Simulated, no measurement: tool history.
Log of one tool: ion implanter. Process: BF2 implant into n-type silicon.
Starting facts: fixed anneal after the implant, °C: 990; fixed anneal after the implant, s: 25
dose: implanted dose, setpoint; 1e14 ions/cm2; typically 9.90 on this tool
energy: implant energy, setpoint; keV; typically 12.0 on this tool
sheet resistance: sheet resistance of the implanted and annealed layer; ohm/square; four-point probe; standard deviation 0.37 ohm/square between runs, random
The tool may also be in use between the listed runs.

| run | hour | dose | energy | read-back reference wafer on the same gauge, sheet resistance | sheet resistance |
|---|---|---|---|---|---|
| 1 | 0.0 | 8.66 | 12.0 | 243.93 | 249.48 |
|  | 7.1 | gauge calibrated |
| 2 | 65.2 | 9.90 | 12.0 | 243.91 | 242.43 |
| 3 | 116.9 | 9.90 | 12.0 | 243.91 | 241.69 |
| 4 | 170.4 | 7.92 | 12.0 | 243.99 | 254.61 |
| 5 | 238.7 | 7.92 | 12.0 | 243.94 | 254.48 |
| 6 | 301.6 | 7.92 | 12.0 | 243.98 | 254.97 |
| 7 | 343.2 | 9.90 | 10.0 | 243.99 | 256.82 |
| 8 | 391.0 | 9.90 | 10.0 | 243.99 | 257.36 |
| 9 | 426.1 | 9.90 | 12.0 | 244.06 | 242.00 |
|  | 486.4 | extraction supply calibrated |
| 10 | 486.9 | 9.90 | 12.0 | 243.93 | 241.91 |
| 11 | 518.4 | 9.90 | 13.0 | 243.93 | 235.67 |
| 12 | 570.8 | 9.90 | 14.0 | 244.23 | 229.04 |
| 13 | 634.9 | 9.90 | 12.0 | 243.87 | 241.19 |
| 14 | 664.6 | 9.90 | 12.0 | 244.01 | 241.91 |
| 15 | 699.0 | 9.90 | 12.0 | 244.02 | 241.82 |
| 16 | 749.1 | 8.73 | 10.5 | 244.02 | 259.63 |
|  | 792.2 | Faraday cup replaced and dose calibrated |
| 17 | 792.7 | 9.90 | 12.0 | 244.05 | 240.86 |
| 18 | 822.3 | 9.90 | 13.5 | 243.95 | 230.86 |
| 19 | 893.1 | 10.97 | 13.5 | 244.14 | 226.45 |
| 20 | 942.3 | 12.79 | 14.0 | 243.93 | 217.21 |
|  | 994.0 | Faraday cup replaced and dose calibrated, repeated, since the last time left the tool worse |
| 21 | 1012.1 | 7.22 | 13.5 | 244.03 | 254.75 |
| 22 | 1159.0 | 11.69 | 10.5 | 244.09 | 246.96 |
|  | 1187.4 | gauge calibrated |
| 23 | 1202.3 | 7.49 | 10.5 | 243.97 | 272.05 |
| 24 | 1232.4 | 11.09 | 8.0 | 244.00 | 270.77 |
| 25 | 1292.3 | 6.98 | 10.5 | 243.90 | 278.15 |
| 26 | 1339.8 | 8.39 | 11.0 | 244.05 | 259.63 |
| 27 | 1377.4 | 8.37 | 12.0 | 243.97 | 252.37 |
| 28 | 1445.1 | 9.90 | 12.0 | 244.03 | 242.59 |
| 29 | 1499.0 | 11.49 | 13.5 | 244.10 | 226.78 |
| 30 | 1549.4 | 9.90 | 12.0 | 243.99 | 242.82 |

Here are 4 independent what-if runs from the current tool condition. What would each one return?
| A | 1549.8 | 10.80 | 12.0 | ? | ? |
| B | 1549.8 | 8.69 | 12.0 | ? | ? |
| C | 1549.8 | 12.37 | 15.5 | ? | ? |
| D | 1549.8 | 7.80 | 8.5 | ? | ? |

| run | read-back reference wafer on the same gauge, sheet resistance | sheet resistance |
|---|---|---|
| A | 243.99 | 238.92 |
| B | 243.99 | 250.23 |
| C | 243.99 | 211.79 |
| D | 243.99 | 287.00 |
Without the tool's unlogged condition, the same runs would have read:
| run | sheet resistance |
|---|---|
| A | 239.44 |
| B | 250.97 |
| C | 212.22 |
| D | 287.95 |
